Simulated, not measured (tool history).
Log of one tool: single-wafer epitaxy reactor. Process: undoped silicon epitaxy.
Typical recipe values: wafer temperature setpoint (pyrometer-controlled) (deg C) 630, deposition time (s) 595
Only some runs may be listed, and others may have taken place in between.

run   hour  wafer temperature setpoint (pyrometer-controlled) (deg C)  deposition time (s)  read-back reference wafer on the same gauge, thickness_nm  mean film thickness on the monitor wafer (nm)
  1    0.0                                                        630                  595                                                     72.701                                         62.898
      18.8  -- gauge calibrated
  2   34.4                                                        630                  595                                                     72.661                                         62.156
  3   42.4                                                        630                  595                                                     72.697                                         62.755
  4   59.2                                                        630                  595                                                     72.627                                         61.691
  5   65.4                                                        630                  595                                                     72.710                                         62.350
  6   74.6                                                        630                  595                                                     72.749                                         62.543
  7   90.1                                                        630                  595                                                     72.725                                         61.988
      98.3  -- pyrometer calibrated
  8  105.0                                                        630                  595                                                     72.779                                         69.974
  9  113.9                                                        630                  595                                                     72.728                                         70.005
 10  122.0                                                        630                  595                                                     72.807                                         69.519
 11  137.7                                                        630                  595                                                     72.637                                         69.995
 12  147.7                                                        630                  595                                                     72.642                                         69.451
 13  157.4                                                        643                  689                                                     72.678                                        110.518
 14  193.9                                                        630                  595                                                     72.844                                         70.100
 15  200.6                                                        630                  595                                                     72.741                                         69.927
 16  208.5                                                        639                  492                                                     72.657                                         71.566
 17  223.3                                                        617                  542                                                     72.779                                         46.029
 18  231.5                                                        618                  523                                                     72.657                                         45.677
 19  239.1                                                        620                  692                                                     72.707                                         63.690
     245.4  -- gauge calibrated
 20  256.8                                                        630                  595                                                     72.645                                         69.634
 21  274.3                                                        622                  633                                                     72.620                                         61.042
 22  290.5                                                        630                  595                                                     72.667                                         69.258
 23  299.6                                                        626                  539                                                     72.764                                         57.322
 24  310.9                                                        630                  595                                                     72.689                                         69.382

How would selected steps in mean film thickness on the monitor wafer (nm) from run to run divide? Give the signed amount a tool lacking its hidden state would still show from settings, what came in and random variation, and the signed amount left for the hidden state, including any gauge scatter that is not in both of the compared results.
The tool's hidden condition here consists of: wafer temperature above the value expected at the setpoint (K); gauge reads high (%).
Run 1 -> 2: gauge calibrated. mean film thickness on the monitor wafer (nm) -0.742: hidden state -0.259, all else -0.483.
Run 7 -> 8: pyrometer calibrated. mean film thickness on the monitor wafer (nm) +7.986: hidden state +7.763, all else +0.223.
Run 12 -> 13: wafer temperature setpoint (pyrometer-controlled) (deg C) 630 -> 643, deposition time (s) 595 -> 689. mean film thickness on the monitor wafer (nm) +41.067: hidden state +0.185, all else +40.882.
Run 13 -> 14: wafer temperature setpoint (pyrometer-controlled) (deg C) 643 -> 630, deposition time (s) 689 -> 595. mean film thickness on the monitor wafer (nm) -40.418: hidden state -0.199, all else -40.219.

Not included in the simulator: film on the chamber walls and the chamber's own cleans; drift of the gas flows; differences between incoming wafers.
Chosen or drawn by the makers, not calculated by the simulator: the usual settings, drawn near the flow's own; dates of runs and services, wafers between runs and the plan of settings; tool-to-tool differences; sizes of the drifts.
